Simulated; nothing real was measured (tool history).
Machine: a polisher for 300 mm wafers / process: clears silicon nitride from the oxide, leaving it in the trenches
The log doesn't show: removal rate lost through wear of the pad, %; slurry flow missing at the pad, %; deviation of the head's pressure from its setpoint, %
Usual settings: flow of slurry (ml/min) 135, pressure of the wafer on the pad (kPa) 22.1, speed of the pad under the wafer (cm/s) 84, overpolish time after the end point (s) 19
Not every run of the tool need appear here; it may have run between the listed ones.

run    hour  flow of slurry (ml/min)  pressure of the wafer on the pad (kPa)  speed of the pad under the wafer (cm/s)  overpolish time after the end point (s)  wafers since the last listed run  wafers polished on this pad  hours since the slurry nozzle was cleaned  hours since the head pressure was calibrated  incoming thickness of the incoming film, nm  time until the end point was called (s)
  1       0                      135                                    22.1                                       84                                       25                                 0                          148                                      181.8                                           8.2                                        140.7                                    188.5
  2    24.6                      135                                    22.1                                       84                                       25                               143                          292                                      206.4                                          32.8                                        139.5                                    188.2
  3    44.4                      135                                    22.1                                       84                                       19                               115                          407                                      226.2                                          52.6                                        139.3                                    187.9
  4    78.5                      135                                    22.1                                       84                                       27                               199                          607                                      260.3                                          86.7                                        141.2                                    191.4
  5    94.7                      135                                    25.5                                       84                                       19                                94                          702                                      276.5                                         102.9                                        139.1                                      172
      113.5  -- slurry nozzle cleaned
  6   119.4                      135                                    25.5                                       84                                       19                               138                          840                                        5.9                                         127.6                                          140                                    174.8
  7   145.8                      135                                    25.5                                       84                                       19                               154                          995                                       32.3                                           154                                        138.1                                    175.5
  8   165.6                      135                                    22.1                                       74                                       28                               115                         1111                                       52.1                                         173.8                                        139.7                                    210.8
  9     193                      135                                    22.1                                       74                                       28                               160                         1271                                       79.5                                         201.2                                        137.6                                    211.5
 10   212.1                      135                                    22.1                                       84                                       19                               111                         1383                                       98.6                                         220.3                                        141.4                                    199.3
 11   236.5                      135                                    22.1                                       84                                       19                               142                         1525                                        123                                         244.7                                          140                                    198.2
 12   250.4                      135                                    22.1                                       84                                       19                                81                         1607                                      136.9                                         258.6                                        140.4                                    204.4
      279.1  -- head pressure recalibrated
 13     283                      105                                    16.5                                       56                                       15                               179                         1786                                      169.5                                           3.9                                        138.4                                    346.7
        289  -- worn pad replaced by a new one
 14     300                      135                                    22.1                                       84                                       19                                76                           64                                      186.5                                          20.9                                        141.2                                    188.1
 15   320.5                      135                                    22.1                                       84                                       19                               119                          184                                        207                                          41.4                                        137.7                                    186.2
 16   355.7                      165                                    22.1                                      102                                       23                               205                          390                                      242.2                                          76.6                                        138.3                                    153.2
 17   374.8                      135                                    15.2                                       94                                       19                               111                          501                                      261.3                                          95.7                                          138                                    210.5
        395  -- slurry nozzle cleaned
 18   396.4                      135                                    22.1                                       84                                       19                               120                          622                                        1.4                                         117.3                                        139.6                                    184.9
 19     409                      135                                    18.6                                      112                                       28                                73                          695                                         14                                         129.9                                        140.1                                    162.4
 20     434                      100                                    26.9                                       94                                       19                               146                          842                                         39                                         154.9                                        138.9                                    160.2
 21   463.5                      135                                    22.1                                       84                                       22                               172                         1014                                       68.5                                         184.4                                        140.5                                    192.5
 22   488.7                      115                                    22.1                                       84                                       19                               147                         1162                                       93.7                                         209.6                                          140                                      199
 23   522.6                      135                                    22.1                                       62                                       14                               198                         1360                                      127.6                                         243.5                                        140.8                                    251.5
      583.9  -- head pressure recalibrated
 24   595.6                       95                                    27.6                                       76                                       10                               415                         1775                                      200.6                                          11.7                                        139.4                                    201.3
      631.5  -- worn pad replaced by a new one
 25     632                      135                                    15.9                                       84                                       19                               189                            3                                        237                                          48.1                                        137.7                                    218.9
 26   666.1                      135                                    22.1                                       84                                       19                               199                          202                                      271.1                                          82.2                                        140.4                                      187
      697.5  -- slurry nozzle cleaned
 27   700.1                      135                                    22.1                                       74                                       26                               193                          395                                        2.6                                         116.2                                        140.9                                    208.8
 28   723.1                      135                                    22.1                                       84                                       19                               134                          530                                       25.6                                         139.2                                        137.4                                    187.1
 29   754.7                      115                                      20                                       96                                       19                               184                          714                                       57.2                                         170.8                                        139.8                                    180.9
 30   850.3                      135                                    22.1                                      104                                       19                               559                         1274                                      152.8                                         266.4                                        140.8                                    164.1
 31   880.1                      135                                    22.1                                       84                                       19                               174                         1448                                      182.6                                         296.2                                        140.2                                      197
      903.1  -- head pressure recalibrated
 32   910.2                      135                                    22.1                                       84                                       19                               164                         1612                                      212.7                                           7.1                                        138.1                                    199.2
 33     928                      135                                    22.1                                       84                                       19                               104                         1717                                      230.5                                          24.9                                        138.7                                    197.4
 34   955.9                      135                                    19.3                                       60                                       19                               163                         1880                                      258.4                                          52.8                                        139.7                                    292.9
      965.5  -- worn pad replaced by a new one
 35   988.7                       90                                    27.6                                       84                                       19                               168                          135                                      291.2                                          85.6                                        139.5                                    170.8
 36  1006.9                      175                                    22.1                                       84                                       11                               106                          242                                      309.4                                         103.8                                        139.9                                      178

Across each entry between runs, compare the hidden state at the last listed run before it with the hidden state at the first listed run after it:
After run 5, before run 6: slurry nozzle cleaned (hour 113.5)
  removal rate lost through wear of the pad, %: 2.65 -> 3.31
  difference, measured minus the result without the unlogged condition, time until the end point was called (s): +4.5 -> +5.7
After run 12, before run 13: head pressure recalibrated (hour 279.1)
  removal rate lost through wear of the pad, %: 8.83 -> 10.7
  difference, measured minus the result without the unlogged condition, time until the end point was called (s): +18.1 -> +37.3
After run 13, before run 14: worn pad replaced by a new one (hour 289)
  removal rate lost through wear of the pad, %: 10.7 -> 1.12
  difference, measured minus the result without the unlogged condition, time until the end point was called (s): +37.3 -> +2.1
After run 17, before run 18: slurry nozzle cleaned (hour 395)
  removal rate lost through wear of the pad, %: 1.84 -> 2.25
  difference, measured minus the result without the unlogged condition, time until the end point was called (s): +3.8 -> +4.2
After run 23, before run 24: head pressure recalibrated (hour 583.9)
  removal rate lost through wear of the pad, %: 6.53 -> 10.4
  difference, measured minus the result without the unlogged condition, time until the end point was called (s): +16.4 -> +21
After run 24, before run 25: worn pad replaced by a new one (hour 631.5)
  removal rate lost through wear of the pad, %: 10.4 -> 0.99
  difference, measured minus the result without the unlogged condition, time until the end point was called (s): +21 -> +2.2
After run 26, before run 27: slurry nozzle cleaned (hour 697.5)
  removal rate lost through wear of the pad, %: 1.11 -> 1.46
  difference, measured minus the result without the unlogged condition, time until the end point was called (s): +2.1 -> +3.1
After run 31, before run 32: head pressure recalibrated (hour 903.1)
  removal rate lost through wear of the pad, %: 7.13 -> 8.7
  difference, measured minus the result without the unlogged condition, time until the end point was called (s): +14 -> +17.3
After run 34, before run 35: worn pad replaced by a new one (hour 965.5)
  removal rate lost through wear of the pad, %: 11.4 -> 0.933
  difference, measured minus the result without the unlogged condition, time until the end point was called (s): +33.5 -> +1.6
